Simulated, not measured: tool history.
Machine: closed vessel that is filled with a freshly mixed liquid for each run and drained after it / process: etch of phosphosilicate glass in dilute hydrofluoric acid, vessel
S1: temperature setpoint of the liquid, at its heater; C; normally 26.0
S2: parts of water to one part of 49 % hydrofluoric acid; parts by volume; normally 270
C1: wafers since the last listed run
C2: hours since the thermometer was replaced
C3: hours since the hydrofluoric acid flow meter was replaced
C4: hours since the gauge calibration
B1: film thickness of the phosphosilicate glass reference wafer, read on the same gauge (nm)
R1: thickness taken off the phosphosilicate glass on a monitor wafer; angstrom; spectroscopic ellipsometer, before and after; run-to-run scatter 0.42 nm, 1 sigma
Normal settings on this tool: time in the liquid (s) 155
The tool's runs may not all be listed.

{"run": 1, "hour": 0.0, "S1": 26.0, "S2": 270, "time in the liquid (s)": 155, "C1": 0, "C2": 403.6, "C3": 2000.0, "C4": 56.3, "B1": 150.03, "R1": 583.3}
{"run": 2, "hour": 24.9, "S1": 26.0, "S2": 270, "time in the liquid (s)": 155, "C1": 2856, "C2": 428.5, "C3": 2024.9, "C4": 81.2, "B1": 149.98, "R1": 586.1}
{"run": 3, "hour": 48.6, "S1": 26.0, "S2": 270, "time in the liquid (s)": 155, "C1": 2718, "C2": 452.2, "C3": 2048.6, "C4": 104.9, "B1": 150.01, "R1": 586.6}
{"run": 4, "hour": 79.0, "S1": 26.0, "S2": 270, "time in the liquid (s)": 205, "C1": 3487, "C2": 482.6, "C3": 2079.0, "C4": 135.3, "B1": 150.0, "R1": 790.1}
{"run": 5, "hour": 98.5, "S1": 26.0, "S2": 270, "time in the liquid (s)": 205, "C1": 2236, "C2": 502.1, "C3": 2098.5, "C4": 154.8, "B1": 150.0, "R1": 792.3}
{"run": 6, "hour": 127.1, "S1": 26.0, "S2": 270, "time in the liquid (s)": 155, "C1": 3280, "C2": 530.7, "C3": 2127.1, "C4": 183.4, "B1": 149.98, "R1": 591.7}
{"run": 7, "hour": 158.7, "S1": 26.0, "S2": 270, "time in the liquid (s)": 155, "C1": 3624, "C2": 562.3, "C3": 2158.7, "C4": 215.0, "B1": 149.99, "R1": 598.9}
{"run": 8, "hour": 193.5, "S1": 23.5, "S2": 390, "time in the liquid (s)": 155, "C1": 3991, "C2": 597.1, "C3": 2193.5, "C4": 249.8, "B1": 149.98, "R1": 336.3}
{"hour": 200.8, "done": "gauge calibrated"}
{"run": 9, "hour": 228.8, "S1": 26.0, "S2": 270, "time in the liquid (s)": 155, "C1": 4049, "C2": 632.4, "C3": 2228.8, "C4": 28.0, "B1": 150.0, "R1": 593.1}
{"hour": 240.5, "done": "thermometer replaced"}
{"run": 10, "hour": 241.2, "S1": 29.0, "S2": 315, "time in the liquid (s)": 200, "C1": 1307, "C2": 0.7, "C3": 2241.2, "C4": 40.4, "B1": 150.02, "R1": 722.8}
{"run": 11, "hour": 255.4, "S1": 28.5, "S2": 190, "time in the liquid (s)": 120, "C1": 1628, "C2": 14.9, "C3": 2255.4, "C4": 54.6, "B1": 149.99, "R1": 813.5}
{"hour": 273.8, "done": "hydrofluoric acid flow meter replaced"}
{"run": 12, "hour": 278.3, "S1": 30.5, "S2": 270, "time in the liquid (s)": 120, "C1": 2512, "C2": 37.8, "C3": 4.5, "C4": 77.5, "B1": 150.0, "R1": 564.1}
{"run": 13, "hour": 303.6, "S1": 31.0, "S2": 270, "time in the liquid (s)": 155, "C1": 2902, "C2": 63.1, "C3": 29.8, "C4": 102.8, "B1": 150.02, "R1": 733.0}
{"hour": 323.7, "done": "thermometer replaced, repeated, since the last time left the tool worse"}
{"run": 14, "hour": 334.2, "S1": 26.0, "S2": 270, "time in the liquid (s)": 155, "C1": 3395, "C2": 10.5, "C3": 60.4, "C4": 133.4, "B1": 150.0, "R1": 563.6}
{"run": 15, "hour": 363.8, "S1": 28.0, "S2": 270, "time in the liquid (s)": 155, "C1": 3395, "C2": 40.1, "C3": 90.0, "C4": 163.0, "B1": 149.99, "R1": 609.0}

The tool's hidden state at each run:
hydrofluoric acid flow below the setpoint (%): 0 at every run
gauge reads high (%): 0 at every run
H1: liquid hotter than its thermometer reads (K)
run=1 H1=1.2
run=2 H1=1.26
run=3 H1=1.31
run=4 H1=1.39
run=5 H1=1.43
run=6 H1=1.5
run=7 H1=1.57
run=8 H1=1.65
run=9 H1=1.74
run=10 H1=3.06
run=11 H1=3.09
run=12 H1=3.15
run=13 H1=3.21
run=14 H1=0.118
run=15 H1=0.188
